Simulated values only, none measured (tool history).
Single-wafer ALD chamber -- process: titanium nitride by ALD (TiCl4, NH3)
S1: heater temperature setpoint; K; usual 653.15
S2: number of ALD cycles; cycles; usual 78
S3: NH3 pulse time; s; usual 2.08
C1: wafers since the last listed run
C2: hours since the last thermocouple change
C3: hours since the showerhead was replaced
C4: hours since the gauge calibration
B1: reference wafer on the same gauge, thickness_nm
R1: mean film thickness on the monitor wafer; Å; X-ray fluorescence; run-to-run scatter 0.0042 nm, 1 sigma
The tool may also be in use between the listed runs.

run	day	S1	S2	S3	C1	C2	C3	C4	B1	R1
1	0.000	653.15	78	2.08	0	1564.0	3541.8	43.4	1.481	16.65
2	1.467	648.15	78	2.08	78	1599.2	3577.0	78.6	1.480	16.56
3	2.750	648.15	78	2.08	68	1630.0	3607.8	109.4	1.481	16.62
4	3.550	648.15	78	2.08	42	1649.2	3627.0	128.6	1.481	16.51
5	4.750	653.15	66	2.08	63	1678.0	3655.8	157.4	1.480	14.04
6	5.954	653.15	66	2.08	64	1706.9	3684.7	186.3	1.479	14.04
# day 6.933: thermocouple changed; heater temperature recalibrated
7	6.954	653.15	78	2.08	35	0.5	3708.7	210.3	1.481	16.63
# day 7.304: gauge calibrated
# day 7.488: showerhead replaced
8	7.508	666.15	78	2.33	11	13.8	0.5	4.9	1.479	16.92
9	8.225	653.15	78	2.08	38	31.0	17.7	22.1	1.480	16.67
10	9.467	661.15	71	2.08	66	60.8	47.5	51.9	1.481	15.20
11	10.479	648.15	72	2.08	53	85.1	71.8	76.2	1.481	15.29
12	11.225	653.15	91	2.08	39	103.0	89.7	94.1	1.480	19.41
13	12.508	658.15	78	2.08	68	133.8	120.5	124.9	1.480	16.70
14	13.592	653.15	78	1.65	57	159.8	146.5	150.9	1.480	16.38
15	14.804	653.15	84	2.52	64	188.9	175.6	180.0	1.480	18.11

Describe how what the log doesn't record of the tool's condition differs between the last listed run preceding each entry between runs and the first listed run following it.
In the gap between runs 6 and 7: thermocouple changed; heater temperature recalibrated (day 6.933)
  both runs share identical hidden conditions
In the gap between runs 7 and 8: gauge calibrated (day 7.304); showerhead replaced (day 7.488)
  both runs share identical hidden conditions
